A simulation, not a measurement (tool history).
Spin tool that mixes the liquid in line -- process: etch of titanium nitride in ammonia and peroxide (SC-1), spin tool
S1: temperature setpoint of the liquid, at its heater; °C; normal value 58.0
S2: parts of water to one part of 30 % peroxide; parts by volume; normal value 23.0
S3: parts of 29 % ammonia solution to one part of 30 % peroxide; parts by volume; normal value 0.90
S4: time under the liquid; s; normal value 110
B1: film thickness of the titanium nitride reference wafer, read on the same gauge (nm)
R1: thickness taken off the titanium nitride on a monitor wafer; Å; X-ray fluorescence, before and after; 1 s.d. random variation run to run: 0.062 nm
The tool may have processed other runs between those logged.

run     day    S1    S2    S3   S4     B1     R1
  1   0.000  62.0  13.5  0.50  145  60.01  311.1
  2   2.917  58.0  12.5  0.90   50  60.02   94.7
  3   5.517  61.0  13.0  0.60  170  59.96  360.1
  4   7.767  63.5  31.5  0.55   80  60.02  119.6
  5  10.325  58.0  23.0  0.90  110  59.98  148.8
     10.912  -- new drum of ammonia solution connected
     12.646  -- thermometer replaced
  6  12.712  65.0  17.0  0.75  135  59.95  338.2
  7  14.488  58.0  23.0  0.90  110  60.01  151.7
  8  16.200  58.0  23.0  0.90   65  60.00   90.2
  9  18.733  58.0  23.0  0.90  110  60.04  151.6
     19.796  -- heated supply line repaired
     20.067  -- ammonia flow meter replaced
 10  20.858  58.0  23.0  0.90  110  60.00  151.8
 11  23.029  58.0  26.5  1.10  140  59.97  183.0
 12  24.888  67.0  28.5  1.20  150  59.97  344.2
 13  26.075  58.0  23.0  0.90   85  60.07  116.5
 14  28.825  58.0  23.0  1.20  110  59.97  158.3
 15  30.829  64.5  23.0  0.90  110  59.95  228.8
 16  32.100  63.5  23.0  1.20   65  59.99  134.5
 17  34.475  58.0  23.0  0.90  110  60.03  150.5
 18  36.121  58.0  23.0  0.45  135  60.03  162.0
 19  37.871  58.0  29.5  0.90  110  60.00  130.8
 20  40.096  48.5  17.5  0.90  110  60.05   90.3
 21  42.483  54.0  23.0  1.10  110  59.99  119.2
     44.104  -- new drum of ammonia solution connected
 22  45.196  62.5  23.0  0.80  110  59.99  198.6
     45.762  -- thermometer replaced
 23  47.496  58.0  23.0  0.90  110  60.02  152.6

5 options for the next run, each taken on its own from the tool as it stands now. Forecast them:
  A  47.512  58.0  23.0  0.90  110   ?   ?
  B  47.512  54.0  23.0  0.90  160   ?   ?
  C  47.512  55.5  14.0  1.20   90   ?   ?
  D  47.512  48.0  15.0  0.90  110   ?   ?
  E  47.512  66.5  27.0  1.15   70   ?   ?

run     B1     R1
  A  59.97  151.3
  B  59.97  168.2
  C  59.97  143.6
  D  59.97   96.3
  E  59.97  159.4
Stripped of hidden state, with their random variation kept, the same runs would have yielded:
run     R1
  A  152.0
  B  169.0
  C  144.2
  D   96.8
  E  160.2
